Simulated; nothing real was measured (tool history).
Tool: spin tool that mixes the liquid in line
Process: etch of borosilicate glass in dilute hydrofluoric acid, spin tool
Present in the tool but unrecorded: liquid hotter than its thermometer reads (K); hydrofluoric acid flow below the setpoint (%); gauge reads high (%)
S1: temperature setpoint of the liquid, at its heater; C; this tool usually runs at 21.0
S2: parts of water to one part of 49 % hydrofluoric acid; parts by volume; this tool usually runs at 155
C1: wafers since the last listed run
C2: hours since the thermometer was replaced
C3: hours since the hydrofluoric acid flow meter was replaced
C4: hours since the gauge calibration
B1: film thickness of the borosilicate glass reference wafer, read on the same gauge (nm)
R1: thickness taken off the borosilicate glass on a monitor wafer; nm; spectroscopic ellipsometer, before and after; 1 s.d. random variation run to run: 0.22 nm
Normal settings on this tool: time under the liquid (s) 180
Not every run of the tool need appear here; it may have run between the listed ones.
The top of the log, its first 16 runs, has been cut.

Run 17, hour 1469.2: usual settings but S1 25.5 C; C1 905; C2 278.5; C3 420.3; C4 629.4; B1 40.06. Result: R1 38.81 nm.
Run 18, hour 1516.7: usual settings; C1 424; C2 326.0; C3 467.8; C4 676.9; B1 39.97. Result: R1 32.16 nm.
Run 19, hour 1567.2: usual settings; C1 451; C2 376.5; C3 518.3; C4 727.4; B1 40.02. Result: R1 32.90 nm.
At hour 1645.2: hydrofluoric acid flow meter replaced, repeated, since the last time left the tool worse.
Run 20, hour 1654.1: usual settings but S1 25.0 C, time under the liquid (s) 250; C1 767; C2 463.4; C3 8.9; C4 814.3; B1 40.00. Result: R1 59.22 nm.
Run 21, hour 1741.4: usual settings but time under the liquid (s) 110; C1 780; C2 550.7; C3 96.2; C4 901.6; B1 39.98. Result: R1 22.11 nm.
At hour 1761.8: thermometer replaced.
Run 22, hour 1834.3: usual settings but S1 25.0 C; C1 821; C2 72.5; C3 189.1; C4 994.5; B1 39.94. Result: R1 42.02 nm.
Run 23, hour 1918.7: usual settings but S1 22.5 C, S2 190 parts by volume; C1 754; C2 156.9; C3 273.5; C4 1078.9; B1 40.01. Result: R1 29.98 nm.
Run 24, hour 1961.4: usual settings but S1 17.5 C, time under the liquid (s) 120; C1 381; C2 199.6; C3 316.2; C4 1121.6; B1 40.01. Result: R1 21.05 nm.
Run 25, hour 2043.3: usual settings but S1 18.5 C, time under the liquid (s) 280; C1 731; C2 281.5; C3 398.1; C4 1203.5; B1 39.98. Result: R1 50.22 nm.
Run 26, hour 2097.6: usual settings but time under the liquid (s) 145; C1 485; C2 335.8; C3 452.4; C4 1257.8; B1 39.96. Result: R1 28.98 nm.
Run 27, hour 2134.8: usual settings but S1 18.5 C, time under the liquid (s) 280; C1 332; C2 373.0; C3 489.6; C4 1295.0; B1 39.98. Result: R1 50.38 nm.
Run 28, hour 2207.7: usual settings but S1 18.0 C, S2 100 parts by volume, time under the liquid (s) 125; C1 651; C2 445.9; C3 562.5; C4 1367.9; B1 39.99. Result: R1 36.35 nm.
Run 29, hour 2277.3: usual settings but S1 25.0 C, S2 120 parts by volume, time under the liquid (s) 250; C1 621; C2 515.5; C3 632.1; C4 1437.5; B1 40.04. Result: R1 77.85 nm.
Run 30, hour 2369.8: usual settings but S1 17.5 C, S2 235 parts by volume, time under the liquid (s) 85; C1 826; C2 608.0; C3 724.6; C4 1530.0; B1 39.97. Result: R1 8.86 nm.
At hour 2384.6: thermometer replaced.
Run 31, hour 2438.9: usual settings; C1 608; C2 54.3; C3 793.7; C4 1599.1; B1 39.98. Result: R1 35.67 nm.
Run 32, hour 2537.3: usual settings but S1 19.0 C, S2 175 parts by volume, time under the liquid (s) 290; C1 879; C2 152.7; C3 892.1; C4 1697.5; B1 39.99. Result: R1 46.08 nm.

Predict each of these 4 candidate next runs independently; none follows another, all start after run 32:
Run A, hour 2537.8: usual settings; C1 4; C2 153.2; C3 892.6; C4 1698.0; B1 ?. Result: R1 ?.
Run B, hour 2537.8: usual settings but S1 23.5 C, S2 225 parts by volume, time under the liquid (s) 225; C1 4; C2 153.2; C3 892.6; C4 1698.0; B1 ?. Result: R1 ?.
Run C, hour 2537.8: usual settings but S1 24.5 C; C1 4; C2 153.2; C3 892.6; C4 1698.0; B1 ?. Result: R1 ?.
Run D, hour 2537.8: usual settings but S1 17.0 C, time under the liquid (s) 85; C1 4; C2 153.2; C3 892.6; C4 1698.0; B1 ?. Result: R1 ?.

run     B1     R1
  A  40.02  35.62
  B  40.02  31.28
  C  40.02  40.76
  D  40.02  14.34
With no hidden state in the tool, these same runs would have given:
run     R1
  A  36.94
  B  32.50
  C  42.28
  D  14.86
